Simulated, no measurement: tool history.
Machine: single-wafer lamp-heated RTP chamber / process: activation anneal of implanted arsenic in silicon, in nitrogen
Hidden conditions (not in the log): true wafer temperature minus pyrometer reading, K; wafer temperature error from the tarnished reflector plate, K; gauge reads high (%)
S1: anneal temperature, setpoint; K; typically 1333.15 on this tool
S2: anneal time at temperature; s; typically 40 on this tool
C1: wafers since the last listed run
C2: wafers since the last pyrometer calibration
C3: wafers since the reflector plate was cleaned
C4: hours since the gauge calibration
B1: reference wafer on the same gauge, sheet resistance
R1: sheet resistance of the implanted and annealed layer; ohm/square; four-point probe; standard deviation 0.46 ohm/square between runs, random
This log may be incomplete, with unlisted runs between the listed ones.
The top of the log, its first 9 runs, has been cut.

run 10 day=15.538 | S1=1333.15 S2=40 | C1=391 C2=965 C3=9872 C4=816.3 | B1=164.83 | R1=150.21
run 11 day=17.9 | S1=1333.15 S2=40 | C1=635 C2=1600 C3=10507 C4=873 | B1=164.83 | R1=150.38
-- day=18.896 gauge calibrated
run 12 day=20.808 | S1=1333.15 S2=40 | C1=782 C2=2382 C3=11289 C4=45.9 | B1=164.89 | R1=151.28
run 13 day=21.975 | S1=1333.15 S2=40 | C1=313 C2=2696 C3=11603 C4=73.9 | B1=165.09 | R1=150.92
run 14 day=24.85 | S1=1333.15 S2=40 | C1=773 C2=3470 C3=12377 C4=142.9 | B1=165.12 | R1=151.41
-- day=26.125 reflector plate cleaned
run 15 day=26.45 | S1=1333.15 S2=40 | C1=340 C2=3810 C3=87 C4=181.3 | B1=165.06 | R1=152.6
run 16 day=27.958 | S1=1333.15 S2=40 | C1=405 C2=4216 C3=493 C4=217.5 | B1=165 | R1=152.51
run 17 day=30.65 | S1=1333.15 S2=40 | C1=724 C2=4940 C3=1217 C4=282.1 | B1=164.95 | R1=152.3
run 18 day=32.196 | S1=1305.15 S2=31 | C1=415 C2=5356 C3=1633 C4=319.2 | B1=164.86 | R1=159.56
run 19 day=33.35 | S1=1359.15 S2=30 | C1=310 C2=5666 C3=1943 C4=346.9 | B1=164.92 | R1=149.76
run 20 day=36.196 | S1=1311.15 S2=18 | C1=765 C2=6432 C3=2709 C4=415.2 | B1=164.98 | R1=161.72
run 21 day=38.433 | S1=1343.15 S2=50 | C1=601 C2=7034 C3=3311 C4=468.9 | B1=165.01 | R1=147.89
run 22 day=40.283 | S1=1359.15 S2=19 | C1=497 C2=7531 C3=3808 C4=513.3 | B1=164.98 | R1=154.02
run 23 day=42.546 | S1=1333.15 S2=40 | C1=608 C2=8140 C3=4417 C4=567.6 | B1=165.04 | R1=151.73
-- day=43.6 pyrometer window cleaned and pyrometer calibrated
run 24 day=45.283 | S1=1351.15 S2=51 | C1=646 C2=453 C3=5064 C4=633.3 | B1=165 | R1=146.62
run 25 day=47.421 | S1=1333.15 S2=40 | C1=574 C2=1028 C3=5639 C4=684.6 | B1=164.98 | R1=151.62
run 26 day=49.25 | S1=1333.15 S2=40 | C1=492 C2=1520 C3=6131 C4=728.5 | B1=165.09 | R1=151.05
run 27 day=50.608 | S1=1305.15 S2=56 | C1=365 C2=1885 C3=6496 C4=761.1 | B1=165.02 | R1=153.95
-- day=51.442 gauge calibrated
run 28 day=53.175 | S1=1316.15 S2=47 | C1=690 C2=2576 C3=7187 C4=41.6 | B1=165.04 | R1=152.79
run 29 day=55.488 | S1=1333.15 S2=40 | C1=622 C2=3198 C3=7809 C4=97.1 | B1=165.02 | R1=150.88
run 30 day=56.492 | S1=1307.15 S2=53 | C1=270 C2=3468 C3=8079 C4=121.2 | B1=165.02 | R1=153.84
run 31 day=61.329 | S1=1357.15 S2=48 | C1=1301 C2=4769 C3=9380 C4=237.3 | B1=164.91 | R1=145.45
run 32 day=63.383 | S1=1333.15 S2=52 | C1=552 C2=5322 C3=9933 C4=286.6 | B1=165.1 | R1=149.35
run 33 day=66.042 | S1=1333.15 S2=40 | C1=715 C2=6037 C3=10648 C4=350.4 | B1=164.97 | R1=151.4
run 34 day=67.204 | S1=1359.15 S2=30 | C1=312 C2=6349 C3=10961 C4=378.3 | B1=165.05 | R1=148.61

What if the next run were any one of these 5? Each begins from the tool's condition after run 34:
run A day=67.221 | S1=1333.15 S2=19 | C1=4 C2=6354 C3=10965 C4=378.7 | B1=? | R1=?
run B day=67.221 | S1=1349.15 S2=28 | C1=4 C2=6354 C3=10965 C4=378.7 | B1=? | R1=?
run C day=67.221 | S1=1325.15 S2=56 | C1=4 C2=6354 C3=10965 C4=378.7 | B1=? | R1=?
run D day=67.221 | S1=1333.15 S2=60 | C1=4 C2=6354 C3=10965 C4=378.7 | B1=? | R1=?
run E day=67.221 | S1=1360.15 S2=19 | C1=4 C2=6354 C3=10965 C4=378.7 | B1=? | R1=?

run=A B1=165.12 R1=156.86
run=B B1=165.12 R1=150.8
run=C B1=165.12 R1=149.33
run=D B1=165.12 R1=147.15
run=E B1=165.12 R1=152.14
Had the tool no hidden state, the same runs would have come out as:
run=A R1=158.32
run=B R1=152.42
run=C R1=151.02
run=D R1=148.87
run=E R1=153.71
